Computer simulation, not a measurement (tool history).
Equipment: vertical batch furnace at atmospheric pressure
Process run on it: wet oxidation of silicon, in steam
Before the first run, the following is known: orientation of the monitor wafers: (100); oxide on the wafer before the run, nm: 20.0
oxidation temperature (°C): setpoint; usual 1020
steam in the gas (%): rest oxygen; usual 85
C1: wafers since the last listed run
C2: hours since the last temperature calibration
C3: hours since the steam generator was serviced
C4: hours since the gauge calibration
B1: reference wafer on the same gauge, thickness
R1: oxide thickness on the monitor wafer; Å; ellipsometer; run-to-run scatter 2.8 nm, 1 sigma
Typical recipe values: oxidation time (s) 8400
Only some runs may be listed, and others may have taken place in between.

Run 1, hour 0: usual settings but steam in the gas (%) 90; C1 0; C2 3950.1; C3 1481.8; C4 49.9; B1 863. Result: R1 7361.1 Å.
Run 2, hour 16.9: usual settings but steam in the gas (%) 90; C1 199; C2 3967; C3 1498.7; C4 66.8; B1 861.97. Result: R1 7396.3 Å.
Run 3, hour 31.8: usual settings; C1 176; C2 3981.9; C3 1513.6; C4 81.7; B1 861.93. Result: R1 7121.6 Å.
Run 4, hour 85.6: usual settings; C1 636; C2 4035.7; C3 1567.4; C4 135.5; B1 863.34. Result: R1 7152.2 Å.
Run 5, hour 109.3: usual settings; C1 280; C2 4059.4; C3 1591.1; C4 159.2; B1 861.65. Result: R1 7128.8 Å.
Run 6, hour 134.2: usual settings; C1 294; C2 4084.3; C3 1616; C4 184.1; B1 860.53. Result: R1 7075 Å.
Run 7, hour 169.7: usual settings but steam in the gas (%) 79; C1 420; C2 4119.8; C3 1651.5; C4 219.6; B1 861.96. Result: R1 6819.2 Å.
Run 8, hour 197.5: usual settings but steam in the gas (%) 79; C1 328; C2 4147.6; C3 1679.3; C4 247.4; B1 862.71. Result: R1 6770.2 Å.
Run 9, hour 216.2: usual settings but steam in the gas (%) 77; C1 221; C2 4166.3; C3 1698; C4 266.1; B1 861.86. Result: R1 6748.9 Å.
Run 10, hour 247.4: usual settings but steam in the gas (%) 77; C1 369; C2 4197.5; C3 1729.2; C4 297.3; B1 862.08. Result: R1 6721.4 Å.
Run 11, hour 280.7: usual settings but oxidation temperature (°C) 1039, oxidation time (s) 5340, steam in the gas (%) 97; C1 394; C2 4230.8; C3 1762.5; C4 330.6; B1 863.18. Result: R1 6493.8 Å.
Run 12, hour 300.3: usual settings but oxidation temperature (°C) 1008, oxidation time (s) 12510; C1 231; C2 4250.4; C3 1782.1; C4 350.2; B1 861.99. Result: R1 8485.9 Å.
At hour 336.9: steam generator serviced.
Run 13, hour 337.4: usual settings but oxidation temperature (°C) 1011, oxidation time (s) 4890, steam in the gas (%) 88; C1 155; C2 4287.5; C3 0.5; C4 387.3; B1 863.32. Result: R1 5275.2 Å.
Run 14, hour 352.1: usual settings but oxidation temperature (°C) 1038, oxidation time (s) 11520, steam in the gas (%) 88; C1 173; C2 4302.2; C3 15.2; C4 402; B1 863.32. Result: R1 10124.4 Å.
Run 15, hour 380.2: usual settings; C1 332; C2 4330.3; C3 43.3; C4 430.1; B1 861.06. Result: R1 7498.3 Å.
At hour 386: gauge calibrated.
Run 16, hour 407.8: usual settings but oxidation temperature (°C) 1040, oxidation time (s) 10260, steam in the gas (%) 75; C1 326; C2 4357.9; C3 70.9; C4 21.8; B1 863.35. Result: R1 8668.4 Å.
Run 17, hour 423.3: usual settings but oxidation temperature (°C) 1032, oxidation time (s) 9870; C1 183; C2 4373.4; C3 86.4; C4 37.3; B1 863.27. Result: R1 8762.9 Å.
At hour 451.5: thermocouples replaced and temperature profile calibrated.
Run 18, hour 452: usual settings; C1 55; C2 0.5; C3 115.1; C4 66; B1 860.6. Result: R1 7511 Å.
Run 19, hour 477.4: usual settings but oxidation temperature (°C) 995, steam in the gas (%) 93; C1 300; C2 25.9; C3 140.5; C4 91.4; B1 861.16. Result: R1 6859.7 Å.
Run 20, hour 582: usual settings but oxidation temperature (°C) 1006, oxidation time (s) 4980; C1 1237; C2 130.5; C3 245.1; C4 196; B1 862.71. Result: R1 4969.4 Å.
Run 21, hour 594.2: usual settings but oxidation time (s) 5820, steam in the gas (%) 78; C1 144; C2 142.7; C3 257.3; C4 208.2; B1 862.81. Result: R1 5639.5 Å.

Consider 5 possible next runs. They are alternatives, not a sequence: every one starts from the tool as it was left by run 21. What does each give?
Run A, hour 601.1: usual settings; C1 81; C2 149.6; C3 264.2; C4 215.1; B1 ?. Result: R1 ?.
Run B, hour 601.1: usual settings but oxidation temperature (°C) 1002; C1 81; C2 149.6; C3 264.2; C4 215.1; B1 ?. Result: R1 ?.
Run C, hour 601.1: usual settings but oxidation temperature (°C) 996, oxidation time (s) 4710; C1 81; C2 149.6; C3 264.2; C4 215.1; B1 ?. Result: R1 ?.
Run D, hour 601.1: usual settings but steam in the gas (%) 88; C1 81; C2 149.6; C3 264.2; C4 215.1; B1 ?. Result: R1 ?.
Run E, hour 601.1: usual settings but oxidation temperature (°C) 1034, oxidation time (s) 12210, steam in the gas (%) 81; C1 81; C2 149.6; C3 264.2; C4 215.1; B1 ?. Result: R1 ?.

run      B1      R1
  A  861.71  7407.2
  B  861.71  6708.2
  C  861.71  4452.7
  D  861.71    7563
  E  861.71    9595
What these runs would have given with no unlogged condition in the tool:
run      R1
  A  7569.7
  B  6860.8
  C  4560.7
  D  7728.5
  E  9796.1
